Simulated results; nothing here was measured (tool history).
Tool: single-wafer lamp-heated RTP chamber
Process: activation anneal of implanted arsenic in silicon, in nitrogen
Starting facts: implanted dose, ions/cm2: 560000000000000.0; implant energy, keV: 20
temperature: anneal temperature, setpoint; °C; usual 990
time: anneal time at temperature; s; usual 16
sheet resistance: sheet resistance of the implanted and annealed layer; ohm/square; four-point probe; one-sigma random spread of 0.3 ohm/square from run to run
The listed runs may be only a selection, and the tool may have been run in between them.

run	hour	temperature	time	read-back reference wafer on the same gauge, sheet resistance	sheet resistance
1	0.0	990	16	160.04	197.44
2	63.3	990	16	160.08	197.88
3	124.5	990	16	159.95	196.94
4	194.4	990	16	160.02	196.33
# hour 216.9: pyrometer window cleaned and pyrometer calibrated
5	247.6	990	16	160.01	197.32
6	305.1	990	16	159.99	197.09
7	336.2	990	16	159.99	196.71
8	406.5	990	16	160.02	197.03
# hour 446.8: reflector plate cleaned
9	463.2	990	16	159.97	197.53
10	525.7	990	16	159.98	197.25
11	589.5	977	16	159.94	198.86
# hour 619.8: pyrometer window cleaned and pyrometer calibrated
# hour 658.3: gauge calibrated
12	660.6	977	16	160.00	199.05
13	697.6	977	16	159.98	199.65
14	731.5	990	16	160.05	196.90
15	789.7	990	16	159.96	197.06
16	849.2	990	22	159.97	194.48
17	878.6	990	16	159.96	196.38
18	923.7	990	16	160.02	196.56
19	958.3	967	8	159.92	203.39
# hour 988.2: pyrometer window cleaned and pyrometer calibrated
# hour 1002.7: reflector plate cleaned
20	1016.4	1020	10	160.03	197.15
21	1048.7	1020	10	160.01	196.79
22	1116.2	1016	7	159.96	199.59
23	1161.2	1013	25	159.95	190.31
24	1210.2	1009	16	159.99	194.24
25	1271.2	980	25	160.03	195.56
26	1343.2	981	24	159.98	195.45
27	1381.4	990	16	159.97	196.69
# hour 1416.5: pyrometer window cleaned and pyrometer calibrated
28	1442.1	990	16	159.99	197.81
29	1494.0	1012	20	160.00	192.54
# hour 1522.6: reflector plate cleaned
30	1545.1	981	19	159.96	197.87
31	1609.4	977	16	160.03	198.64
32	1646.2	990	16	159.99	196.62
# hour 1707.1: gauge calibrated
33	1708.9	990	16	160.02	197.02
34	1762.2	980	25	160.04	195.38
35	1829.1	1015	16	159.97	192.68
# hour 1839.8: pyrometer window cleaned and pyrometer calibrated
36	1862.6	1009	16	160.05	195.04

State the hidden condition of the tool at each of the runs:
gauge reads high (%): 0, the same for each run
H1: true wafer temperature minus pyrometer reading, K
H2: wafer temperature error from the tarnished reflector plate, K
run	H1	H2
1	8.7	4.91
2	10.3	6.31
3	11.3	7.25
4	12	7.99
5	4.48	8.39
6	8.13	8.7
7	9.51	8.83
8	11.6	9.05
9	12.6	1.24
10	13.3	3.55
11	13.7	5.19
12	5.37	6.44
13	7.72	6.91
14	9.33	7.26
15	11.2	7.73
16	12.5	8.07
17	12.9	8.2
18	13.4	8.36
19	13.6	8.46
20	2.78	0.987
21	5.09	2.3
22	8.34	4.38
23	9.71	5.38
24	10.7	6.21
25	11.6	6.97
26	12.1	7.58
27	12.3	7.81
28	3.31	8.1
29	6.82	8.27
30	9.1	2.36
31	10.9	4.65
32	11.6	5.62
33	12.4	6.87
34	12.8	7.63
35	13.1	8.31
36	3.19	8.56
